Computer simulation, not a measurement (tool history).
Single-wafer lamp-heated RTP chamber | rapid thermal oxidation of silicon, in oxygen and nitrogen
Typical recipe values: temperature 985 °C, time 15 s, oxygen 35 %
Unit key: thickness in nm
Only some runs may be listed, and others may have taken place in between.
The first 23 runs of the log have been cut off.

run   hour  temperature  time  oxygen  wafers since the last listed run  wafers since the last pyrometer calibration  hours since the oxygen flow controller was replaced  hours since the gauge calibration  read-back reference wafer on the same gauge, thickness  thickness
 24  294.7          985    17      63                               191                                         1038                                                114.7                               23.5                                                   2.639      3.136
 25  306.0          985    15      35                               162                                         1200                                                126.0                               34.8                                                   2.640      2.699
 26  317.8          985    15      35                               169                                         1370                                                137.8                               46.6                                                   2.639      2.724
 27  334.3          985    11      35                               237                                         1608                                                154.3                               63.1                                                   2.640      2.548
 28  345.8         1000    15      48                               165                                         1773                                                165.8                               74.6                                                   2.641      3.055
 29  359.4         1003    10      23                               195                                         1969                                                179.4                               88.2                                                   2.639      2.503
 30  372.6         1010    15      60                               190                                         2159                                                192.6                              101.4                                                   2.638      3.391
 31  401.2          985    15      35                               411                                         2571                                                221.2                              130.0                                                   2.640      2.712
 32  413.4          985    12      43                               175                                         2747                                                233.4                              142.2                                                   2.639      2.676
 33  426.8         1009    15      35                               192                                         2940                                                246.8                              155.6                                                   2.640      2.986
 34  441.2          985    12      17                               207                                         3147                                                261.2                              170.0                                                   2.642      2.395

For run 35, what comes out?
 35  448.8         1010    15      55                               109                                         3257                                                268.8                              177.6                                                       ?          ?

read-back reference wafer on the same gauge, thickness: 2.639
thickness: 3.315 nm
Without the tool's hidden state the same run would have given thickness 3.315 nm.
